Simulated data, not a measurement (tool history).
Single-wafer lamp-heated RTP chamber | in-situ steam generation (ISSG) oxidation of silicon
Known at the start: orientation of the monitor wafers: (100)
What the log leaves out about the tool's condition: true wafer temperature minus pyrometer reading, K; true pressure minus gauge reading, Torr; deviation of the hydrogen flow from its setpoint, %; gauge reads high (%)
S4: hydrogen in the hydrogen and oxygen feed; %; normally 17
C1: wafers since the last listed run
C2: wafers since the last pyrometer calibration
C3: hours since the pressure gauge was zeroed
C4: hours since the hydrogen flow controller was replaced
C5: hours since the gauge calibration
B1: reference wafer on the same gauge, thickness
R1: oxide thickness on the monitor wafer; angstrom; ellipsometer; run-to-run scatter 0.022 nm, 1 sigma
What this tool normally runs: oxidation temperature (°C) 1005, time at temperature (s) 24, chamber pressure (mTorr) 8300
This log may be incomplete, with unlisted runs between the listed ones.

{"run": 1, "hour": 0.0, "oxidation temperature (°C)": 1019, "time at temperature (s)": 24, "chamber pressure (mTorr)": 8300, "S4": 17, "C1": 0, "C2": 1482, "C3": 3793.1, "C4": 4146.2, "C5": 469.6, "B1": 5.457, "R1": 63.23}
{"run": 2, "hour": 29.5, "oxidation temperature (°C)": 1005, "time at temperature (s)": 24, "chamber pressure (mTorr)": 8300, "S4": 17, "C1": 316, "C2": 1799, "C3": 3822.6, "C4": 4175.7, "C5": 499.1, "B1": 5.46, "R1": 59.12}
{"run": 3, "hour": 51.8, "oxidation temperature (°C)": 1005, "time at temperature (s)": 24, "chamber pressure (mTorr)": 8300, "S4": 17, "C1": 239, "C2": 2038, "C3": 3844.9, "C4": 4198.0, "C5": 521.4, "B1": 5.46, "R1": 59.46}
{"run": 4, "hour": 66.2, "oxidation temperature (°C)": 1005, "time at temperature (s)": 24, "chamber pressure (mTorr)": 8300, "S4": 17, "C1": 154, "C2": 2192, "C3": 3859.3, "C4": 4212.4, "C5": 535.8, "B1": 5.456, "R1": 59.26}
{"hour": 77.2, "done": "pyrometer window cleaned and pyrometer calibrated, repeated, since the last time left the tool worse"}
{"run": 5, "hour": 90.6, "oxidation temperature (°C)": 1005, "time at temperature (s)": 24, "chamber pressure (mTorr)": 8300, "S4": 17, "C1": 175, "C2": 143, "C3": 3883.7, "C4": 4236.8, "C5": 560.2, "B1": 5.468, "R1": 55.8}
{"run": 6, "hour": 110.0, "oxidation temperature (°C)": 995, "time at temperature (s)": 24, "chamber pressure (mTorr)": 8300, "S4": 24, "C1": 208, "C2": 351, "C3": 3903.1, "C4": 4256.2, "C5": 579.6, "B1": 5.458, "R1": 58.34}
{"run": 7, "hour": 122.1, "oxidation temperature (°C)": 995, "time at temperature (s)": 24, "chamber pressure (mTorr)": 8300, "S4": 24, "C1": 129, "C2": 481, "C3": 3915.2, "C4": 4268.3, "C5": 591.7, "B1": 5.468, "R1": 58.32}
{"run": 8, "hour": 146.0, "oxidation temperature (°C)": 1011, "time at temperature (s)": 24, "chamber pressure (mTorr)": 8300, "S4": 17, "C1": 256, "C2": 737, "C3": 3939.1, "C4": 4292.2, "C5": 615.6, "B1": 5.467, "R1": 57.9}
{"hour": 170.7, "done": "pressure gauge zeroed"}
{"run": 9, "hour": 171.8, "oxidation temperature (°C)": 995, "time at temperature (s)": 24, "chamber pressure (mTorr)": 8300, "S4": 24, "C1": 190, "C2": 928, "C3": 1.1, "C4": 4318.0, "C5": 641.4, "B1": 5.45, "R1": 57.6}
{"run": 10, "hour": 187.8, "oxidation temperature (°C)": 1005, "time at temperature (s)": 20, "chamber pressure (mTorr)": 8300, "S4": 22, "C1": 171, "C2": 1099, "C3": 17.1, "C4": 4334.0, "C5": 657.4, "B1": 5.461, "R1": 54.86}
{"run": 11, "hour": 218.3, "oxidation temperature (°C)": 1005, "time at temperature (s)": 24, "chamber pressure (mTorr)": 8300, "S4": 17, "C1": 327, "C2": 1426, "C3": 47.6, "C4": 4364.5, "C5": 687.9, "B1": 5.462, "R1": 56.64}
{"run": 12, "hour": 239.4, "oxidation temperature (°C)": 1005, "time at temperature (s)": 15, "chamber pressure (mTorr)": 8300, "S4": 17, "C1": 226, "C2": 1653, "C3": 68.7, "C4": 4385.6, "C5": 709.0, "B1": 5.46, "R1": 44.96}
{"run": 13, "hour": 257.8, "oxidation temperature (°C)": 1021, "time at temperature (s)": 27, "chamber pressure (mTorr)": 8300, "S4": 11, "C1": 197, "C2": 1850, "C3": 87.1, "C4": 4404.0, "C5": 727.4, "B1": 5.458, "R1": 58.76}
{"run": 14, "hour": 277.2, "oxidation temperature (°C)": 1014, "time at temperature (s)": 24, "chamber pressure (mTorr)": 7300, "S4": 11, "C1": 208, "C2": 2058, "C3": 106.5, "C4": 4423.4, "C5": 746.8, "B1": 5.458, "R1": 53.72}
{"run": 15, "hour": 293.4, "oxidation temperature (°C)": 1005, "time at temperature (s)": 24, "chamber pressure (mTorr)": 7200, "S4": 17, "C1": 173, "C2": 2232, "C3": 122.7, "C4": 4439.6, "C5": 763.0, "B1": 5.461, "R1": 56.77}
{"hour": 298.6, "done": "gauge calibrated"}
{"run": 16, "hour": 317.4, "oxidation temperature (°C)": 1005, "time at temperature (s)": 19, "chamber pressure (mTorr)": 8300, "S4": 17, "C1": 257, "C2": 2489, "C3": 146.7, "C4": 4463.6, "C5": 18.8, "B1": 5.465, "R1": 50.9}
{"hour": 336.8, "done": "hydrogen flow controller replaced"}
{"run": 17, "hour": 337.3, "oxidation temperature (°C)": 1005, "time at temperature (s)": 24, "chamber pressure (mTorr)": 8300, "S4": 17, "C1": 127, "C2": 2617, "C3": 166.6, "C4": 0.5, "C5": 38.7, "B1": 5.455, "R1": 56.57}
{"run": 18, "hour": 354.1, "oxidation temperature (°C)": 1005, "time at temperature (s)": 24, "chamber pressure (mTorr)": 8300, "S4": 17, "C1": 180, "C2": 2797, "C3": 183.4, "C4": 17.3, "C5": 55.5, "B1": 5.459, "R1": 57.07}
{"run": 19, "hour": 374.0, "oxidation temperature (°C)": 1005, "time at temperature (s)": 17, "chamber pressure (mTorr)": 8300, "S4": 26, "C1": 213, "C2": 3010, "C3": 203.3, "C4": 37.2, "C5": 75.4, "B1": 5.459, "R1": 53.25}
{"run": 20, "hour": 409.0, "oxidation temperature (°C)": 1005, "time at temperature (s)": 24, "chamber pressure (mTorr)": 8300, "S4": 17, "C1": 375, "C2": 3385, "C3": 238.3, "C4": 72.2, "C5": 110.4, "B1": 5.46, "R1": 57.09}
{"run": 21, "hour": 421.3, "oxidation temperature (°C)": 993, "time at temperature (s)": 15, "chamber pressure (mTorr)": 8300, "S4": 17, "C1": 131, "C2": 3517, "C3": 250.6, "C4": 84.5, "C5": 122.7, "B1": 5.454, "R1": 43.45}
{"hour": 443.4, "done": "pyrometer window cleaned and pyrometer calibrated"}
{"run": 22, "hour": 443.9, "oxidation temperature (°C)": 1005, "time at temperature (s)": 21, "chamber pressure (mTorr)": 9000, "S4": 17, "C1": 156, "C2": 5, "C3": 273.2, "C4": 107.1, "C5": 145.3, "B1": 5.451, "R1": 52.23}
{"run": 23, "hour": 457.5, "oxidation temperature (°C)": 993, "time at temperature (s)": 24, "chamber pressure (mTorr)": 8300, "S4": 17, "C1": 145, "C2": 151, "C3": 286.8, "C4": 120.7, "C5": 158.9, "B1": 5.465, "R1": 53.26}
{"run": 24, "hour": 525.7, "oxidation temperature (°C)": 1023, "time at temperature (s)": 24, "chamber pressure (mTorr)": 8300, "S4": 17, "C1": 731, "C2": 882, "C3": 355.0, "C4": 188.9, "C5": 227.1, "B1": 5.463, "R1": 60.9}
{"run": 25, "hour": 557.7, "oxidation temperature (°C)": 1021, "time at temperature (s)": 18, "chamber pressure (mTorr)": 8900, "S4": 14, "C1": 343, "C2": 1225, "C3": 387.0, "C4": 220.9, "C5": 259.1, "B1": 5.461, "R1": 50.1}
{"run": 26, "hour": 580.1, "oxidation temperature (°C)": 1005, "time at temperature (s)": 27, "chamber pressure (mTorr)": 8300, "S4": 11, "C1": 240, "C2": 1465, "C3": 409.4, "C4": 243.3, "C5": 281.5, "B1": 5.459, "R1": 54.75}
{"run": 27, "hour": 594.9, "oxidation temperature (°C)": 1005, "time at temperature (s)": 24, "chamber pressure (mTorr)": 8300, "S4": 17, "C1": 158, "C2": 1624, "C3": 424.2, "C4": 258.1, "C5": 296.3, "B1": 5.458, "R1": 55.92}
{"run": 28, "hour": 627.5, "oxidation temperature (°C)": 991, "time at temperature (s)": 34, "chamber pressure (mTorr)": 8300, "S4": 26, "C1": 349, "C2": 1973, "C3": 456.8, "C4": 290.7, "C5": 328.9, "B1": 5.456, "R1": 68.76}
{"run": 29, "hour": 654.5, "oxidation temperature (°C)": 1005, "time at temperature (s)": 26, "chamber pressure (mTorr)": 8300, "S4": 11, "C1": 289, "C2": 2263, "C3": 483.8, "C4": 317.7, "C5": 355.9, "B1": 5.469, "R1": 53.55}
{"run": 30, "hour": 679.7, "oxidation temperature (°C)": 995, "time at temperature (s)": 24, "chamber pressure (mTorr)": 7600, "S4": 17, "C1": 270, "C2": 2533, "C3": 509.0, "C4": 342.9, "C5": 381.1, "B1": 5.459, "R1": 54.23}
{"run": 31, "hour": 707.8, "oxidation temperature (°C)": 1005, "time at temperature (s)": 24, "chamber pressure (mTorr)": 7200, "S4": 17, "C1": 301, "C2": 2834, "C3": 537.1, "C4": 371.0, "C5": 409.2, "B1": 5.463, "R1": 56.59}

How the hidden state differs across the entries between the runs, from the last listed run before each to the first after it:
From run 4 to run 5: pyrometer window cleaned and pyrometer calibrated, repeated, since the last time left the tool worse (hour 77.2)
  true wafer temperature minus pyrometer reading, K: 12.9 -> 0.439
  the result without the hidden state subtracted from the measured one, R1: +3.39 -> +0.11 angstrom
From run 8 to run 9: pressure gauge zeroed (hour 170.7)
  true wafer temperature minus pyrometer reading, K: 0.615 -> 0.779
  the result without the hidden state subtracted from the measured one, R1: +0.16 -> +0.19 angstrom
From run 15 to run 16: gauge calibrated (hour 298.6)
  true wafer temperature minus pyrometer reading, K: 2.24 -> 2.67
  the result without the hidden state subtracted from the measured one, R1: +0.56 -> +0.57 angstrom
From run 16 to run 17: hydrogen flow controller replaced (hour 336.8)
  true wafer temperature minus pyrometer reading, K: 2.67 -> 3.05
  the result without the hidden state subtracted from the measured one, R1: +0.57 -> +0.77 angstrom
From run 21 to run 22: pyrometer window cleaned and pyrometer calibrated (hour 443.4)
  true wafer temperature minus pyrometer reading, K: 5.02 -> 0.718
  the result without the hidden state subtracted from the measured one, R1: +0.79 -> +0.16 angstrom
